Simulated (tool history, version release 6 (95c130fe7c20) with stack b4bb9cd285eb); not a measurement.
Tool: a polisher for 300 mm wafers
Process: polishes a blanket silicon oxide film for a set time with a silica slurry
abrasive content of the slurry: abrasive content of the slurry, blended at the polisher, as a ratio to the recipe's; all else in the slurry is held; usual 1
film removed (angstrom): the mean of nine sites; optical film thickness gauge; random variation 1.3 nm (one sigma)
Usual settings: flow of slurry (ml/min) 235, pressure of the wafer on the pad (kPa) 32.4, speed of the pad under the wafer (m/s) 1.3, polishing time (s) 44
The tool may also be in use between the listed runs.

run	hour	flow of slurry (ml/min)	pressure of the wafer on the pad (kPa)	speed of the pad under the wafer (m/s)	abrasive content of the slurry	polishing time (s)	wafers since the last listed run	wafers polished on this pad	hours since the slurry nozzle was cleaned	hours since the head pressure was calibrated	hours since the slurry blender was calibrated	hours since the conditioning disc was replaced	incoming thickness of the incoming film, nm	film removed (angstrom)
1	0	235	32.4	1.3	1	44	0	808	642.4	214	198.5	29.4	1298.9	1864
2	20.7	235	32.4	1.3	1	44	307	1116	663.1	234.7	219.2	50.1	1284.2	1859
3	34.9	235	32.4	1.3	1.05	44	211	1327	677.3	248.9	233.4	64.3	1302	1896
4	69.1	235	32.4	1.3	1	44	508	1836	711.5	283.1	267.6	98.5	1312.2	1866
5	91.3	235	32.4	1.3	1	44	330	2166	733.7	305.3	289.8	120.7	1278	1836
# hour 107.1: worn pad replaced by a new one
6	127	235	32.4	1.3	1	44	471	295	769.4	341	325.5	156.4	1299.8	1837
7	199.2	235	32.4	1.3	1	44	1073	1368	841.6	413.2	397.7	228.6	1269.9	1825
8	216.9	235	32.4	1.3	1	44	263	1631	859.3	430.9	415.4	246.3	1301.6	1806
9	236.1	235	32.4	1.3	1	44	285	1917	878.5	450.1	434.6	265.5	1298.5	1807
10	248.6	255	32.4	1.3	0.8	44	185	2103	891	462.6	447.1	278	1307.1	1646
# hour 262.2: head pressure recalibrated
# hour 273.7: worn pad replaced by a new one
# hour 280.4: slurry blender recalibrated
11	280.9	255	32.4	1.3	0.8	44	361	77	923.3	18.7	0.5	310.3	1293.4	1650
12	297.4	280	32.4	1.3	1	37	245	322	939.8	35.2	17	326.8	1287.3	1533
# hour 314: slurry nozzle cleaned
13	314.5	235	32.4	1.3	1	44	239	561	0.5	52.3	34.1	343.9	1274.5	1786
14	329.2	235	32.4	1.3	1	44	218	780	15.2	67	48.8	358.6	1266.5	1759
15	357.6	235	28.3	1.3	1.2	57	422	1202	43.6	95.4	77.2	387	1302.4	2144
16	378.3	235	32.4	1.3	1	44	307	1510	64.3	116.1	97.9	407.7	1288.6	1759
# hour 420.5: conditioning disc replaced and pad reconditioned
# hour 421.1: worn pad replaced by a new one
17	427	210	32.4	1.3	1	44	685	86	113	164.8	146.6	6.5	1291.9	1839
18	446.7	180	32.4	0.86	1.2	44	292	379	132.7	184.5	166.3	26.2	1302.5	1391
19	481.4	235	32.4	1.3	1	30	515	895	167.4	219.2	201	60.9	1282	1268
20	516.4	235	22.8	1	1	44	520	1416	202.4	254.2	236	95.9	1284.7	1069
# hour 562: worn pad replaced by a new one
21	586.8	205	28.3	1.3	1	44	987	369	272.8	324.6	306.4	166.3	1301.7	1581
22	618.2	235	32.4	1.3	1	44	466	836	304.2	356	337.8	197.7	1286	1826
23	649.2	235	32.4	1.3	1	44	460	1297	335.2	387	368.8	228.7	1273.5	1829
24	676.4	235	32.4	1.3	1	44	404	1701	362.4	414.2	396	255.9	1299.8	1812
# hour 698.2: slurry blender recalibrated
# hour 711.8: worn pad replaced by a new one
25	712.3	305	41.4	1.64	1	44	444	6	398.3	450.1	14.1	291.8	1275.8	2728

Some steps in film removed (angstrom) between neighbouring runs. How much of each would the tool show without its hidden state too (settings, what came in, random variation), and how much is left for the hidden state, with any gauge scatter that isn't in both results?
The hidden state here: removal rate lost through wear of the pad, %; slurry flow missing at the pad, %; deviation of the head's pressure from its setpoint, %; abrasive missing from the slurry, %; time polished since the conditioner stopped cutting, s.
Run 16 -> 17: flow of slurry (ml/min) 235 -> 210, conditioning disc replaced and pad reconditioned, worn pad replaced by a new one. film removed (angstrom) +80: hidden state +107, all else -27.
Run 20 -> 21: flow of slurry (ml/min) 235 -> 205, pressure of the wafer on the pad (kPa) 22.8 -> 28.3, speed of the pad under the wafer (m/s) 1 -> 1.3, worn pad replaced by a new one. film removed (angstrom) +512: hidden state -30, all else +542.
Run 24 -> 25: flow of slurry (ml/min) 235 -> 305, pressure of the wafer on the pad (kPa) 32.4 -> 41.4, speed of the pad under the wafer (m/s) 1.3 -> 1.64, slurry blender recalibrated, worn pad replaced by a new one. film removed (angstrom) +916: hidden state -148, all else +1064.
